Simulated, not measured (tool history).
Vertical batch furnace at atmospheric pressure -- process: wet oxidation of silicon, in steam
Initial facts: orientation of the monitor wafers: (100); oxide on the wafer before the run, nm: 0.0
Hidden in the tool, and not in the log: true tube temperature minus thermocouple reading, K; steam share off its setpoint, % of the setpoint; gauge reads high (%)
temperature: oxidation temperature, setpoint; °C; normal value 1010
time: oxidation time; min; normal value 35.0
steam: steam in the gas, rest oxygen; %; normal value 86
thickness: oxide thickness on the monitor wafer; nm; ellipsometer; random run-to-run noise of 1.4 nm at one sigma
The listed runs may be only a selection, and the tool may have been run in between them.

run    hour  temperature  time  steam  wafers since the last listed run  hours since the last temperature calibration  hours since the steam generator was serviced  hours since the gauge calibration  read-back reference wafer on the same gauge, thickness  thickness
  1     0.0         1010  35.0     86                                 0                                        1298.8                                        2685.6                             1153.4                                                  280.96     270.06
  2    51.3         1010  35.0     86                               514                                        1350.1                                        2736.9                             1204.7                                                  280.45     269.67
  3   125.5         1020  35.0     86                               744                                        1424.3                                        2811.1                             1278.9                                                  281.18     294.72
  4   166.2         1010  35.0     86                               408                                        1465.0                                        2851.8                             1319.6                                                  281.23     272.03
  5   230.4         1010  35.0     86                               644                                        1529.2                                        2916.0                             1383.8                                                  281.15     270.07
  6   281.2         1010  35.0     86                               509                                        1580.0                                        2966.8                             1434.6                                                  281.09     269.77
  7   351.5         1026  35.0     86                               705                                        1650.3                                        3037.1                             1504.9                                                  280.96     307.24
  8   397.7         1026  35.0     86                               463                                        1696.5                                        3083.3                             1551.1                                                  280.92     305.29
  9   448.9         1026  35.0     86                               513                                        1747.7                                        3134.5                             1602.3                                                  281.26     307.62
 10   554.5         1010  35.0     86                              1059                                        1853.3                                        3240.1                             1707.9                                                  281.01     274.09
 11   619.3         1010  35.0     86                               650                                        1918.1                                        3304.9                             1772.7                                                  281.23     272.98
 12   751.3         1010  35.0     86                              1324                                        2050.1                                        3436.9                             1904.7                                                  281.23     274.19
 13   827.0          993  35.0     79                               759                                        2125.8                                        3512.6                             1980.4                                                  281.26     222.30
      842.9  -- gauge calibrated
 14   865.9          993  35.0     79                               390                                        2164.7                                        3551.5                               23.0                                                  280.79     223.01
 15   951.2         1002  28.0     86                               856                                        2250.0                                        3636.8                              108.3                                                  281.61     218.76
 16  1026.6         1010  35.0     86                               756                                        2325.4                                        3712.2                              183.7                                                  280.94     273.52
 17  1102.3          993  46.0     76                               759                                        2401.1                                        3787.9                              259.4                                                  281.01     265.97
     1171.1  -- steam generator serviced
 18  1171.6         1010  35.0     97                               454                                        2470.4                                           0.5                              328.7                                                  280.79     297.25
 19  1248.8         1010  35.0     86                               774                                        2547.6                                          77.7                              405.9                                                  281.37     275.14
 20  1351.5         1010  35.0     86                              1030                                        2650.3                                         180.4                              508.6                                                  281.52     273.05
 21  1389.5         1025  42.5     86                               381                                        2688.3                                         218.4                              546.6                                                  280.83     353.14
 22  1440.3          997  35.0     86                               509                                        2739.1                                         269.2                              597.4                                                  281.23     246.07
 23  1540.0         1021  50.5     91                              1000                                        2838.8                                         368.9                              697.1                                                  281.58     397.38
 24  1769.0          991  35.0     86                              2298                                        3067.8                                         597.9                              926.1                                                  280.72     237.27
 25  1824.2          985  40.5     91                               554                                        3123.0                                         653.1                              981.3                                                  280.89     263.46
 26  1929.8         1020  35.0     86                              1059                                        3228.6                                         758.7                             1086.9                                                  280.80     299.47
 27  1992.0         1035  41.0     80                               624                                        3290.8                                         820.9                             1149.1                                                  280.98     350.07
 28  2035.0          989  35.0     82                               431                                        3333.8                                         863.9                             1192.1                                                  280.94     226.47
     2080.9  -- thermocouples replaced and temperature profile calibrated
 29  2083.2          985  35.0     86                               242                                           2.3                                         912.1                             1240.3                                                  280.63     215.79
 30  2158.6         1010  35.0     86                               756                                          77.7                                         987.5                             1315.7                                                  280.56     270.74
 31  2340.6         1010  39.5     76                              1826                                         259.7                                        1169.5                             1497.7                                                  281.27     269.25
 32  2436.1          999  35.0     86                               958                                         355.2                                        1265.0                             1593.2                                                  280.74     247.05
 33  2481.7          996  35.0     86                               457                                         400.8                                        1310.6                             1638.8                                                  280.75     238.78
 34  2560.9         1010  35.0     86                               794                                         480.0                                        1389.8                             1718.0                                                  281.06     270.22
 35  2626.6          988  49.5     74                               659                                         545.7                                        1455.5                             1783.7                                                  281.06     259.90
 36  2714.5         1010  35.0     94                               882                                         633.6                                        1543.4                             1871.6                                                  281.04     287.25
 37  2810.2         1021  40.0     91                               960                                         729.3                                        1639.1                             1967.3                                                  281.18     337.57
 38  2878.5         1010  35.0     86                               685                                         797.6                                        1707.4                             2035.6                                                  281.46     273.50

Describe how what the log doesn't record of the tool's condition differs between the last listed run preceding each entry between runs and the first listed run following it.
After run 13, before run 14: gauge calibrated (hour 842.9)
  true tube temperature minus thermocouple reading, K: 2.06 -> 2.13
  measured result minus the result with no hidden state, thickness: +4.13 -> +4.29 nm
After run 17, before run 18: steam generator serviced (hour 1171.1)
  true tube temperature minus thermocouple reading, K: 2.62 -> 2.77
  measured result minus the result with no hidden state, thickness: +5.89 -> +6.27 nm
After run 28, before run 29: thermocouples replaced and temperature profile calibrated (hour 2080.9)
  true tube temperature minus thermocouple reading, K: 5.01 -> 0.151
  measured result minus the result with no hidden state, thickness: +10.18 -> +0.31 nm
